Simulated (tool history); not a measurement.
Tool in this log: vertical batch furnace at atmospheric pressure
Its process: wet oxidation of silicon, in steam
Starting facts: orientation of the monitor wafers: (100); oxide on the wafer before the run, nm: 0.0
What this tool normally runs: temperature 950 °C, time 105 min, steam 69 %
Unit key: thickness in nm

| run | hour | temperature | time | steam | read-back reference wafer on the same gauge, thickness | thickness |
|---|---|---|---|---|---|---|
| 1 | 0 | 950 | 105 | 69 | 267.99 | 306.82 |
|  | 7.4 | gauge calibrated |
| 2 | 17.1 | 950 | 105 | 69 | 267.98 | 305.88 |
| 3 | 37.7 | 950 | 105 | 69 | 268.33 | 305.09 |
| 4 | 54.2 | 950 | 105 | 69 | 268.2 | 305.39 |
| 5 | 70 | 950 | 105 | 69 | 267.68 | 303.85 |
| 6 | 82.8 | 959 | 105 | 62 | 268.21 | 305.69 |
| 7 | 90.7 | 959 | 105 | 62 | 268.07 | 306.95 |
| 8 | 111.6 | 950 | 105 | 69 | 267.89 | 303.41 |
| 9 | 120.1 | 950 | 105 | 69 | 267.92 | 306.45 |
| 10 | 140.8 | 950 | 105 | 64 | 267.81 | 286.94 |
| 11 | 149.8 | 950 | 105 | 64 | 267.98 | 289.59 |
| 12 | 170.1 | 950 | 105 | 64 | 268.41 | 289.43 |
| 13 | 191.5 | 950 | 105 | 72 | 268.01 | 317.14 |
| 14 | 205.1 | 950 | 105 | 72 | 268.42 | 315.79 |
| 15 | 227.1 | 950 | 105 | 69 | 267.95 | 304.4 |
| 16 | 240.3 | 950 | 105 | 69 | 268.07 | 304.52 |
| 17 | 251.4 | 950 | 143 | 79 | 268.18 | 426.61 |
| 18 | 279.3 | 965 | 67.5 | 75 | 267.51 | 265.98 |
|  | 303.8 | gauge calibrated |
|  | 314.2 | thermocouples replaced and temperature profile calibrated |
| 19 | 314.7 | 950 | 69.5 | 59 | 267.92 | 195.22 |
| 20 | 319.9 | 928 | 144 | 74 | 268.12 | 334.64 |
| 21 | 325.1 | 950 | 105 | 65 | 268.05 | 291.93 |
|  | 348.1 | steam generator serviced |
| 22 | 348.6 | 950 | 105 | 69 | 268.24 | 305.23 |
| 23 | 353.8 | 941 | 125.5 | 69 | 268.34 | 321.79 |
| 24 | 359 | 938 | 148 | 76 | 267.69 | 380.81 |
| 25 | 378.5 | 931 | 105 | 69 | 268.43 | 256.17 |
| 26 | 386.5 | 950 | 105 | 69 | 267.55 | 305.26 |
| 27 | 397.7 | 928 | 88.5 | 72 | 268.21 | 221.61 |
| 28 | 407.9 | 958 | 71 | 78 | 267.84 | 268.23 |
| 29 | 423.1 | 930 | 105 | 69 | 268.4 | 253.67 |
| 30 | 440.1 | 950 | 105 | 69 | 267.92 | 305.94 |
| 31 | 454.3 | 971 | 105 | 80 | 268.03 | 410.53 |
| 32 | 476.3 | 974 | 68 | 69 | 267.88 | 274.11 |

4 options for the next run, each taken on its own from the tool as it stands now. Forecast them:
| A | 481.6 | 950 | 105 | 69 | ? | ? |
| B | 481.6 | 962 | 153.5 | 80 | ? | ? |
| C | 481.6 | 970 | 134 | 60 | ? | ? |
| D | 481.6 | 933 | 105 | 69 | ? | ? |

| run | read-back reference wafer on the same gauge, thickness | thickness |
|---|---|---|
| A | 267.53 | 304.57 |
| B | 267.53 | 496.28 |
| C | 267.53 | 391.88 |
| D | 267.53 | 259.05 |
The same runs, with their run-to-run variation unchanged, on a tool lacking any hidden condition would have given:
| run | thickness |
|---|---|
| A | 304.57 |
| B | 496.28 |
| C | 391.88 |
| D | 259.05 |
